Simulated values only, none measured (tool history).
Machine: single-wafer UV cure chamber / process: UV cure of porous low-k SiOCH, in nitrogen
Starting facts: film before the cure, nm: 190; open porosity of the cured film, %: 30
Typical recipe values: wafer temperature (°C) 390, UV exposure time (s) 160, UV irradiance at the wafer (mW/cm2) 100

run,hour,wafer temperature (°C),UV exposure time (s),UV irradiance at the wafer (mW/cm2),loss of film thickness in the cure (%)
1,0.0,390,160,100,11.765
2,96.9,390,160,100,11.408
# hour 109.6: quartz window cleaned
3,160.6,390,160,100,12.031
4,262.3,390,160,100,12.304
5,311.6,390,160,100,12.454
6,375.2,390,160,100,12.272
7,415.8,390,160,100,12.189
8,490.6,390,160,100,11.773
9,574.2,390,160,100,11.733
10,613.3,390,160,100,11.593
11,653.4,390,160,100,11.576
12,701.6,390,160,110,11.821
# hour 729.4: quartz window cleaned
13,983.8,380,160,72,10.233
# hour 1039.1: UV bulbs replaced
14,1053.3,390,160,100,12.182
15,1147.6,407,65,126,8.969
16,1220.7,390,160,100,11.445
17,1322.7,390,80,70,6.590
18,1397.1,398,235,124,13.830
# hour 1422.2: quartz window cleaned
19,1438.1,390,210,100,13.503
20,1517.5,390,160,100,12.219
21,1620.4,373,225,130,14.689
22,1719.9,390,160,100,11.870
23,1764.8,390,255,100,13.618
24,1816.5,376,250,131,15.005
25,1858.3,390,95,100,9.573

Predict each of these 5 candidate next runs independently; none follows another, all start after run 25:
A,1858.8,404,160,100,?
B,1858.8,374,185,80,?
C,1858.8,400,245,65,?
D,1858.8,398,160,83,?
E,1858.8,390,160,89,?

run,loss of film thickness in the cure (%)
A,11.564
B,10.642
C,11.470
D,10.585
E,10.764
The same runs, with their run-to-run variation unchanged, on a tool lacking any hidden condition would have given:
run,loss of film thickness in the cure (%)
A,12.212
B,11.279
C,12.117
D,11.222
E,11.403
